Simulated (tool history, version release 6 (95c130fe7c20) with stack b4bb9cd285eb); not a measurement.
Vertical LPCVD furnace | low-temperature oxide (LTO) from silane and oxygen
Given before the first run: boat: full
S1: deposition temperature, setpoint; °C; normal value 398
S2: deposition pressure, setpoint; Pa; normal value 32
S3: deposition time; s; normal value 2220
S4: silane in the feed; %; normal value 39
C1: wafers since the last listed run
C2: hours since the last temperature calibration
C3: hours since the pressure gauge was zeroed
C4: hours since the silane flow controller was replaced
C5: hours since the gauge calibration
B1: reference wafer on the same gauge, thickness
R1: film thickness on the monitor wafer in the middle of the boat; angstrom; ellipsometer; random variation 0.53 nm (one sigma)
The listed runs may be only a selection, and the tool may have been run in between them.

{"run": 1, "hour": 0.0, "S1": 398, "S2": 32, "S3": 2220, "S4": 39, "C1": 0, "C2": 3970.9, "C3": 2041.1, "C4": 5537.6, "C5": 250.3, "B1": 409.01, "R1": 3341.9}
{"run": 2, "hour": 25.8, "S1": 398, "S2": 32, "S3": 2220, "S4": 39, "C1": 445, "C2": 3996.7, "C3": 2066.9, "C4": 5563.4, "C5": 276.1, "B1": 409.07, "R1": 3337.5}
{"hour": 37.4, "done": "gauge calibrated"}
{"run": 3, "hour": 44.2, "S1": 398, "S2": 32, "S3": 2220, "S4": 39, "C1": 317, "C2": 4015.1, "C3": 2085.3, "C4": 5581.8, "C5": 6.8, "B1": 408.9, "R1": 3337.1}
{"run": 4, "hour": 76.9, "S1": 398, "S2": 32, "S3": 2220, "S4": 39, "C1": 564, "C2": 4047.8, "C3": 2118, "C4": 5614.5, "C5": 39.5, "B1": 409.03, "R1": 3336.2}
{"run": 5, "hour": 108.6, "S1": 398, "S2": 32, "S3": 2220, "S4": 39, "C1": 547, "C2": 4079.5, "C3": 2149.7, "C4": 5646.2, "C5": 71.2, "B1": 409.22, "R1": 3334.1}
{"hour": 146.1, "done": "thermocouples replaced and temperature profile calibrated"}
{"run": 6, "hour": 146.6, "S1": 398, "S2": 32, "S3": 2220, "S4": 45, "C1": 241, "C2": 0.5, "C3": 2187.7, "C4": 5684.2, "C5": 109.2, "B1": 409.05, "R1": 3918.3}
{"run": 7, "hour": 155.6, "S1": 398, "S2": 32, "S3": 2220, "S4": 45, "C1": 155, "C2": 9.5, "C3": 2196.7, "C4": 5693.2, "C5": 118.2, "B1": 408.96, "R1": 3921.3}
{"run": 8, "hour": 174.3, "S1": 398, "S2": 32, "S3": 2220, "S4": 39, "C1": 322, "C2": 28.2, "C3": 2215.4, "C4": 5711.9, "C5": 136.9, "B1": 409.01, "R1": 3323.8}
{"run": 9, "hour": 192.3, "S1": 401, "S2": 32, "S3": 1860, "S4": 39, "C1": 310, "C2": 46.2, "C3": 2233.4, "C4": 5729.9, "C5": 154.9, "B1": 408.8, "R1": 2890.9}
{"hour": 239.9, "done": "silane flow controller replaced"}
{"hour": 262.6, "done": "pressure gauge zeroed"}
{"run": 10, "hour": 263.1, "S1": 398, "S2": 32, "S3": 2220, "S4": 39, "C1": 416, "C2": 117, "C3": 0.5, "C4": 23.2, "C5": 225.7, "B1": 409.02, "R1": 3549.8}
{"run": 11, "hour": 268.0, "S1": 398, "S2": 32, "S3": 2220, "S4": 39, "C1": 84, "C2": 121.9, "C3": 5.4, "C4": 28.1, "C5": 230.6, "B1": 408.98, "R1": 3544.7}
{"run": 12, "hour": 272.9, "S1": 387, "S2": 24, "S3": 2730, "S4": 42, "C1": 84, "C2": 126.8, "C3": 10.3, "C4": 33, "C5": 235.5, "B1": 409, "R1": 3163.6}
{"hour": 280.2, "done": "gauge calibrated"}
{"run": 13, "hour": 295.6, "S1": 402, "S2": 29.3, "S3": 3030, "S4": 39, "C1": 392, "C2": 149.5, "C3": 33, "C4": 55.7, "C5": 15.4, "B1": 408.98, "R1": 4639}
{"run": 14, "hour": 311.0, "S1": 408, "S2": 32, "S3": 2220, "S4": 39, "C1": 265, "C2": 164.9, "C3": 48.4, "C4": 71.1, "C5": 30.8, "B1": 408.96, "R1": 3941.2}
{"run": 15, "hour": 331.0, "S1": 398, "S2": 32, "S3": 2220, "S4": 45, "C1": 345, "C2": 184.9, "C3": 68.4, "C4": 91.1, "C5": 50.8, "B1": 409.08, "R1": 4153.3}
{"run": 16, "hour": 356.7, "S1": 409, "S2": 38, "S3": 2850, "S4": 39, "C1": 443, "C2": 210.6, "C3": 94.1, "C4": 116.8, "C5": 76.5, "B1": 408.86, "R1": 6060.3}
{"run": 17, "hour": 382.8, "S1": 398, "S2": 26, "S3": 2820, "S4": 39, "C1": 450, "C2": 236.7, "C3": 120.2, "C4": 142.9, "C5": 102.6, "B1": 409.07, "R1": 3629.5}

4 ways to go on from here, each from the tool as it stands after run 17. What would each give?
{"run": "A", "hour": 387.8, "S1": 398, "S2": 32, "S3": 2220, "S4": 46, "C1": 86, "C2": 241.7, "C3": 125.2, "C4": 147.9, "C5": 107.6, "B1": "?", "R1": "?"}
{"run": "B", "hour": 387.8, "S1": 401, "S2": 32, "S3": 2220, "S4": 46, "C1": 86, "C2": 241.7, "C3": 125.2, "C4": 147.9, "C5": 107.6, "B1": "?", "R1": "?"}
{"run": "C", "hour": 387.8, "S1": 398, "S2": 38.7, "S3": 2880, "S4": 31, "C1": 86, "C2": 241.7, "C3": 125.2, "C4": 147.9, "C5": 107.6, "B1": "?", "R1": "?"}
{"run": "D", "hour": 387.8, "S1": 398, "S2": 32, "S3": 1650, "S4": 32, "C1": 86, "C2": 241.7, "C3": 125.2, "C4": 147.9, "C5": 107.6, "B1": "?", "R1": "?"}

run=A B1=409.05 R1=4243.4
run=B B1=409.05 R1=4379.7
run=C B1=409.05 R1=4063
run=D B1=409.05 R1=2015.8
With the hidden condition removed and each run's random variation left untouched, the same runs would have given:
run=A R1=4246.4
run=B R1=4382.8
run=C R1=4065.4
run=D R1=2017.2
